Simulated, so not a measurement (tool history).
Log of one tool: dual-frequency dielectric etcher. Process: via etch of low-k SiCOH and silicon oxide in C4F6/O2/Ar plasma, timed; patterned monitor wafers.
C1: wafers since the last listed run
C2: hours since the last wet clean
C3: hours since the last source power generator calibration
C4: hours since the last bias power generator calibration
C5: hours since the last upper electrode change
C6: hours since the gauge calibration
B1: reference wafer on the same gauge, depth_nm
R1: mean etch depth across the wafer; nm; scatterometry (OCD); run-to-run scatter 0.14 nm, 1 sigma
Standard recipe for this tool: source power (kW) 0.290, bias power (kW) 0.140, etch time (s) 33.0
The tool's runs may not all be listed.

run 1 hour=0.0 | source_power_(kW)=0.290 bias_power_(kW)=0.140 etch_time_(s)=29.5 | C1=0 C2=381.5 C3=4022.0 C4=1941.8 C5=2017.9 C6=601.2 | B1=60.0 | R1=61.7
-- hour=28.5 gauge calibrated
-- hour=60.9 wet clean of the chamber
run 2 hour=61.4 | source_power_(kW)=0.290 bias_power_(kW)=0.140 etch_time_(s)=29.5 | C1=437 C2=0.5 C3=4083.4 C4=2003.2 C5=2079.3 C6=32.9 | B1=60.0 | R1=61.0
run 3 hour=107.8 | source_power_(kW)=0.290 bias_power_(kW)=0.140 etch_time_(s)=29.5 | C1=543 C2=46.9 C3=4129.8 C4=2049.6 C5=2125.7 C6=79.3 | B1=60.0 | R1=61.5
run 4 hour=153.6 | source_power_(kW)=0.340 bias_power_(kW)=0.140 etch_time_(s)=38.0 | C1=536 C2=92.7 C3=4175.6 C4=2095.4 C5=2171.5 C6=125.1 | B1=60.0 | R1=85.7
run 5 hour=192.2 | source_power_(kW)=0.340 bias_power_(kW)=0.140 etch_time_(s)=38.0 | C1=451 C2=131.3 C3=4214.2 C4=2134.0 C5=2210.1 C6=163.7 | B1=60.0 | R1=85.4
-- hour=224.1 upper electrode replaced
run 6 hour=242.7 | source_power_(kW)=0.340 bias_power_(kW)=0.140 etch_time_(s)=38.0 | C1=310 C2=181.8 C3=4264.7 C4=2184.5 C5=18.6 C6=214.2 | B1=60.0 | R1=85.7
-- hour=260.1 source power generator calibrated
run 7 hour=306.7 | source_power_(kW)=0.290 bias_power_(kW)=0.140 etch_time_(s)=25.0 | C1=702 C2=245.8 C3=46.6 C4=2248.5 C5=82.6 C6=278.2 | B1=60.0 | R1=52.1
run 8 hour=346.3 | source_power_(kW)=0.290 bias_power_(kW)=0.140 etch_time_(s)=25.0 | C1=463 C2=285.4 C3=86.2 C4=2288.1 C5=122.2 C6=317.8 | B1=60.0 | R1=52.2
run 9 hour=382.1 | source_power_(kW)=0.240 bias_power_(kW)=0.140 etch_time_(s)=33.0 | C1=418 C2=321.2 C3=122.0 C4=2323.9 C5=158.0 C6=353.6 | B1=60.0 | R1=62.3
run 10 hour=437.5 | source_power_(kW)=0.290 bias_power_(kW)=0.140 etch_time_(s)=33.0 | C1=648 C2=376.6 C3=177.4 C4=2379.3 C5=213.4 C6=409.0 | B1=60.0 | R1=68.9
-- hour=462.1 bias power generator calibrated
-- hour=465.3 wet clean of the chamber
run 11 hour=468.8 | source_power_(kW)=0.340 bias_power_(kW)=0.167 etch_time_(s)=41.0 | C1=282 C2=3.5 C3=208.7 C4=6.7 C5=244.7 C6=440.3 | B1=60.0 | R1=96.7
run 12 hour=527.4 | source_power_(kW)=0.230 bias_power_(kW)=0.110 etch_time_(s)=29.5 | C1=685 C2=62.1 C3=267.3 C4=65.3 C5=303.3 C6=498.9 | B1=60.0 | R1=50.2
-- hour=570.3 gauge calibrated
run 13 hour=586.5 | source_power_(kW)=0.350 bias_power_(kW)=0.130 etch_time_(s)=37.0 | C1=691 C2=121.2 C3=326.4 C4=124.4 C5=362.4 C6=16.2 | B1=60.0 | R1=82.7
run 14 hour=657.2 | source_power_(kW)=0.250 bias_power_(kW)=0.151 etch_time_(s)=37.5 | C1=827 C2=191.9 C3=397.1 C4=195.1 C5=433.1 C6=86.9 | B1=60.0 | R1=73.9
run 15 hour=707.3 | source_power_(kW)=0.250 bias_power_(kW)=0.140 etch_time_(s)=25.0 | C1=586 C2=242.0 C3=447.2 C4=245.2 C5=483.2 C6=137.0 | B1=59.9 | R1=48.2
run 16 hour=732.5 | source_power_(kW)=0.240 bias_power_(kW)=0.140 etch_time_(s)=33.0 | C1=294 C2=267.2 C3=472.4 C4=270.4 C5=508.4 C6=162.2 | B1=60.0 | R1=62.0

What if the next run were any one of these 3? Each begins from the tool's condition after run 16:
run A hour=732.9 | source_power_(kW)=0.290 bias_power_(kW)=0.140 etch_time_(s)=33.0 | C1=4 C2=267.6 C3=472.8 C4=270.8 C5=508.8 C6=162.6 | B1=? | R1=?
run B hour=732.9 | source_power_(kW)=0.290 bias_power_(kW)=0.163 etch_time_(s)=33.0 | C1=4 C2=267.6 C3=472.8 C4=270.8 C5=508.8 C6=162.6 | B1=? | R1=?
run C hour=732.9 | source_power_(kW)=0.290 bias_power_(kW)=0.140 etch_time_(s)=40.0 | C1=4 C2=267.6 C3=472.8 C4=270.8 C5=508.8 C6=162.6 | B1=? | R1=?

run=A B1=60.0 R1=68.9
run=B B1=60.0 R1=72.1
run=C B1=60.0 R1=83.5
With the hidden condition removed and each run's random variation left untouched, the same runs would have given:
run=A R1=68.4
run=B R1=71.6
run=C R1=82.9
